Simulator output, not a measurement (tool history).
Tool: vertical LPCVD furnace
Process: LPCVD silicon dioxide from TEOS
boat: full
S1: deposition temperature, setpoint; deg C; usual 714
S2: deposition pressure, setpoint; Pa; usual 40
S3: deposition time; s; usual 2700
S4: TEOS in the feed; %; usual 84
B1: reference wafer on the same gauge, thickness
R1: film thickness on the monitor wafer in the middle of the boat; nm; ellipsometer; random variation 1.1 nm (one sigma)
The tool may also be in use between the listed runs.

| run | hour | S1 | S2 | S3 | S4 | B1 | R1 |
|---|---|---|---|---|---|---|---|
| 1 | 0 | 714 | 40 | 2430 | 84 | 509.29 | 464.69 |
| 2 | 19.9 | 714 | 40 | 2430 | 84 | 509.44 | 463.4 |
| 3 | 44.3 | 721 | 40 | 3420 | 84 | 509.78 | 762.41 |
| 4 | 56.4 | 721 | 40 | 3420 | 84 | 509.84 | 760.31 |
| 5 | 81.8 | 714 | 40 | 2700 | 84 | 510.09 | 512.6 |
| 6 | 108.6 | 714 | 40 | 2700 | 84 | 510.75 | 517.02 |
| 7 | 128.7 | 714 | 40 | 2700 | 84 | 511.13 | 515.32 |
|  | 185.7 | pressure gauge zeroed |
| 8 | 186.2 | 703 | 40 | 2700 | 84 | 511.5 | 402.52 |
| 9 | 190.4 | 714 | 40 | 2700 | 84 | 511.67 | 515.97 |
| 10 | 197.3 | 714 | 40 | 2700 | 77 | 511.72 | 494.55 |
|  | 226.9 | thermocouples replaced and temperature profile calibrated |
| 11 | 227.4 | 714 | 30.7 | 3690 | 84 | 511.97 | 617.74 |
| 12 | 237.1 | 714 | 40 | 2700 | 84 | 512.34 | 518.67 |
| 13 | 267.1 | 721 | 40 | 3420 | 84 | 512.48 | 767.35 |
| 14 | 284.5 | 706 | 40 | 2070 | 77 | 512.78 | 317.2 |
| 15 | 315.5 | 714 | 44 | 2310 | 84 | 513.05 | 465.74 |
| 16 | 338.7 | 714 | 30 | 2700 | 84 | 513.54 | 448.75 |
| 17 | 372.3 | 714 | 40 | 2040 | 84 | 513.75 | 391.65 |
| 18 | 389.4 | 714 | 40 | 3660 | 84 | 514.21 | 704.36 |
| 19 | 414 | 704 | 40 | 2130 | 95 | 514.19 | 347.52 |
| 20 | 449.9 | 714 | 47.3 | 2160 | 79 | 514.89 | 438.35 |
| 21 | 475.3 | 714 | 44.7 | 2700 | 97 | 514.93 | 590.83 |
|  | 490.5 | gauge calibrated |
| 22 | 491.5 | 719 | 46.7 | 2700 | 84 | 506.18 | 620.58 |
| 23 | 506.8 | 706 | 32 | 3540 | 79 | 506.53 | 484.77 |
| 24 | 529.1 | 714 | 40 | 2700 | 84 | 506.53 | 512.58 |
| 25 | 563.1 | 714 | 33.3 | 2130 | 79 | 507.26 | 356.3 |
| 26 | 596.7 | 725 | 40 | 2700 | 84 | 507.5 | 654.86 |
| 27 | 609 | 714 | 40 | 2280 | 84 | 507.77 | 431.43 |
| 28 | 637.7 | 714 | 40 | 2220 | 84 | 507.89 | 421.7 |
| 29 | 667.7 | 705 | 48.7 | 2700 | 97 | 508.27 | 496.36 |
| 30 | 690.6 | 714 | 40 | 3450 | 74 | 508.91 | 617.62 |
| 31 | 719.7 | 714 | 40 | 3630 | 84 | 509.06 | 690.53 |
| 32 | 751.7 | 714 | 40 | 3030 | 84 | 509.49 | 574.72 |

Measured less the same run without the tool's hidden state. The same run-to-run variation is in both; the gauge's scatter may not be:
The hidden state here: true tube temperature minus thermocouple reading, K; true pressure minus gauge reading, mTorr; deviation of the TEOS flow from its setpoint, %; gauge reads high (%).
| run | R1 |
|---|---|
| 1 | +2 |
| 2 | +2.22 |
| 3 | +4.11 |
| 4 | +4.33 |
| 5 | +3.24 |
| 6 | +3.6 |
| 7 | +3.84 |
| 8 | +3.56 |
| 9 | +4.62 |
| 10 | +4.51 |
| 11 | +6.09 |
| 12 | +5.23 |
| 13 | +8.3 |
| 14 | +3.56 |
| 15 | +5.58 |
| 16 | +5.63 |
| 17 | +5.23 |
| 18 | +9.69 |
| 19 | +4.99 |
| 20 | +6.67 |
| 21 | +9.34 |
| 22 | -0.93 |
| 23 | -0.55 |
| 24 | -0.29 |
| 25 | +0.09 |
| 26 | +0.72 |
| 27 | +0.61 |
| 28 | +0.89 |
| 29 | +1.41 |
| 30 | +2.1 |
| 31 | +2.85 |
| 32 | +2.82 |
